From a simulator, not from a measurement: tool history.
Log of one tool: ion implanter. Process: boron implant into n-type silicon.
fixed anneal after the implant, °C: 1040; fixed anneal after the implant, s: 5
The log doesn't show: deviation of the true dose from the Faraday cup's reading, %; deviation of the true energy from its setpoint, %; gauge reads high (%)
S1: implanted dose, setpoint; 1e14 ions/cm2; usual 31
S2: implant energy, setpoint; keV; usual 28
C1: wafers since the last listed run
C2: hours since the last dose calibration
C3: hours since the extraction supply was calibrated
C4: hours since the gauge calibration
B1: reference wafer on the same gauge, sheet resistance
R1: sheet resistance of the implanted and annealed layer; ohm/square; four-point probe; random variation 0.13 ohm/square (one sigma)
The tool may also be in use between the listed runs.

{"run": 1, "hour": 0.0, "S1": 31, "S2": 28, "C1": 0, "C2": 1365.5, "C3": 3734.7, "C4": 919.5, "B1": 53.26, "R1": 55.22}
{"run": 2, "hour": 43.6, "S1": 31, "S2": 28, "C1": 888, "C2": 1409.1, "C3": 3778.3, "C4": 963.1, "B1": 53.33, "R1": 55.26}
{"run": 3, "hour": 66.9, "S1": 31, "S2": 28, "C1": 474, "C2": 1432.4, "C3": 3801.6, "C4": 986.4, "B1": 53.28, "R1": 55.09}
{"run": 4, "hour": 93.5, "S1": 31, "S2": 28, "C1": 541, "C2": 1459, "C3": 3828.2, "C4": 1013, "B1": 53.32, "R1": 55.2}
{"run": 5, "hour": 119.1, "S1": 24.92, "S2": 28, "C1": 521, "C2": 1484.6, "C3": 3853.8, "C4": 1038.6, "B1": 53.26, "R1": 61.53}
{"run": 6, "hour": 148.1, "S1": 24.92, "S2": 28, "C1": 590, "C2": 1513.6, "C3": 3882.8, "C4": 1067.6, "B1": 53.25, "R1": 61.78}
{"run": 7, "hour": 195.3, "S1": 24.92, "S2": 28, "C1": 961, "C2": 1560.8, "C3": 3930, "C4": 1114.8, "B1": 53.33, "R1": 61.63}
{"run": 8, "hour": 208.5, "S1": 31, "S2": 28, "C1": 268, "C2": 1574, "C3": 3943.2, "C4": 1128, "B1": 53.34, "R1": 55.2}
{"run": 9, "hour": 244.3, "S1": 31, "S2": 28, "C1": 729, "C2": 1609.8, "C3": 3979, "C4": 1163.8, "B1": 53.38, "R1": 55.16}
{"run": 10, "hour": 262.6, "S1": 31, "S2": 28, "C1": 372, "C2": 1628.1, "C3": 3997.3, "C4": 1182.1, "B1": 53.37, "R1": 55.25}
{"run": 11, "hour": 287.4, "S1": 31, "S2": 28, "C1": 505, "C2": 1652.9, "C3": 4022.1, "C4": 1206.9, "B1": 53.37, "R1": 55.4}
{"run": 12, "hour": 310.2, "S1": 31, "S2": 28, "C1": 464, "C2": 1675.7, "C3": 4044.9, "C4": 1229.7, "B1": 53.38, "R1": 55.14}
{"run": 13, "hour": 324.8, "S1": 31, "S2": 28, "C1": 297, "C2": 1690.3, "C3": 4059.5, "C4": 1244.3, "B1": 53.4, "R1": 55.53}
{"run": 14, "hour": 360.4, "S1": 31, "S2": 28, "C1": 725, "C2": 1725.9, "C3": 4095.1, "C4": 1279.9, "B1": 53.39, "R1": 55.15}
{"run": 15, "hour": 389.1, "S1": 31, "S2": 28, "C1": 584, "C2": 1754.6, "C3": 4123.8, "C4": 1308.6, "B1": 53.33, "R1": 55.52}
{"run": 16, "hour": 412.2, "S1": 33.93, "S2": 28, "C1": 470, "C2": 1777.7, "C3": 4146.9, "C4": 1331.7, "B1": 53.38, "R1": 53.62}
{"run": 17, "hour": 427.1, "S1": 31, "S2": 28, "C1": 303, "C2": 1792.6, "C3": 4161.8, "C4": 1346.6, "B1": 53.42, "R1": 55.33}
{"run": 18, "hour": 441.6, "S1": 31, "S2": 28, "C1": 295, "C2": 1807.1, "C3": 4176.3, "C4": 1361.1, "B1": 53.35, "R1": 55.58}
{"run": 19, "hour": 524.8, "S1": 23.31, "S2": 23.5, "C1": 1694, "C2": 1890.3, "C3": 4259.5, "C4": 1444.3, "B1": 53.37, "R1": 66.99}
{"run": 20, "hour": 558.1, "S1": 33.45, "S2": 36.5, "C1": 678, "C2": 1923.6, "C3": 4292.8, "C4": 1477.6, "B1": 53.37, "R1": 49.26}
{"hour": 575.0, "done": "gauge calibrated"}
{"run": 21, "hour": 603.9, "S1": 34.83, "S2": 28, "C1": 932, "C2": 1969.4, "C3": 4338.6, "C4": 28.9, "B1": 51.96, "R1": 51.39}
{"hour": 618.7, "done": "Faraday cup replaced and dose calibrated"}
{"run": 22, "hour": 631.2, "S1": 39.95, "S2": 37, "C1": 393, "C2": 12.5, "C3": 4365.9, "C4": 56.2, "B1": 52.02, "R1": 44.34}
{"run": 23, "hour": 661.7, "S1": 35.2, "S2": 33.5, "C1": 621, "C2": 43, "C3": 4396.4, "C4": 86.7, "B1": 52.15, "R1": 48.25}
{"run": 24, "hour": 681.3, "S1": 31, "S2": 28, "C1": 399, "C2": 62.6, "C3": 4416, "C4": 106.3, "B1": 52.16, "R1": 54.2}
{"run": 25, "hour": 700.7, "S1": 31, "S2": 28, "C1": 395, "C2": 82, "C3": 4435.4, "C4": 125.7, "B1": 52.15, "R1": 54.11}
{"run": 26, "hour": 725.8, "S1": 23.16, "S2": 24, "C1": 511, "C2": 107.1, "C3": 4460.5, "C4": 150.8, "B1": 52.25, "R1": 65.15}
{"run": 27, "hour": 758.9, "S1": 28.58, "S2": 36, "C1": 674, "C2": 140.2, "C3": 4493.6, "C4": 183.9, "B1": 52.39, "R1": 52.66}
{"hour": 769.8, "done": "extraction supply calibrated"}
{"run": 28, "hour": 792.3, "S1": 37.45, "S2": 34.5, "C1": 517, "C2": 173.6, "C3": 22.5, "C4": 217.3, "B1": 52.4, "R1": 46.8}
{"run": 29, "hour": 821.7, "S1": 26.81, "S2": 28, "C1": 598, "C2": 203, "C3": 51.9, "C4": 246.7, "B1": 52.43, "R1": 58.33}
{"run": 30, "hour": 837.2, "S1": 37.16, "S2": 18.5, "C1": 315, "C2": 218.5, "C3": 67.4, "C4": 262.2, "B1": 52.47, "R1": 61.8}
{"run": 31, "hour": 871.9, "S1": 31, "S2": 28, "C1": 706, "C2": 253.2, "C3": 102.1, "C4": 296.9, "B1": 52.57, "R1": 54.46}
{"run": 32, "hour": 904.8, "S1": 31, "S2": 28, "C1": 670, "C2": 286.1, "C3": 135, "C4": 329.8, "B1": 52.56, "R1": 54.41}
{"run": 33, "hour": 937.4, "S1": 31, "S2": 28, "C1": 664, "C2": 318.7, "C3": 167.6, "C4": 362.4, "B1": 52.62, "R1": 54.64}
{"run": 34, "hour": 971.2, "S1": 39.78, "S2": 19, "C1": 688, "C2": 352.5, "C3": 201.4, "C4": 396.2, "B1": 52.72, "R1": 60.93}
{"run": 35, "hour": 1002.9, "S1": 31, "S2": 28, "C1": 645, "C2": 384.2, "C3": 233.1, "C4": 427.9, "B1": 52.75, "R1": 54.55}
{"run": 36, "hour": 1038.7, "S1": 28.11, "S2": 23.5, "C1": 729, "C2": 420, "C3": 268.9, "C4": 463.7, "B1": 52.78, "R1": 60.43}

Some steps in R1 between neighbouring runs. How much of each would the tool show without its hidden state too (settings, what came in, random variation), and how much is left for the hidden state, with any gauge scatter that isn't in both results?
Run 18 -> 19: S1 31 -> 23.31, S2 28 -> 23.5. R1 +11.41 ohm/square: hidden state +0.33, all else +11.08.
Run 19 -> 20: S1 23.31 -> 33.45, S2 23.5 -> 36.5. R1 -17.73 ohm/square: hidden state -0.49, all else -17.24.
Run 20 -> 21: S1 33.45 -> 34.83, S2 36.5 -> 28, gauge calibrated. R1 +2.13 ohm/square: hidden state -1.31, all else +3.44.
Run 26 -> 27: S1 23.16 -> 28.58, S2 24 -> 36. R1 -12.49 ohm/square: hidden state -0.01, all else -12.48.
Run 28 -> 29: S1 37.45 -> 26.81, S2 34.5 -> 28. R1 +11.53 ohm/square: hidden state +0.17, all else +11.36.
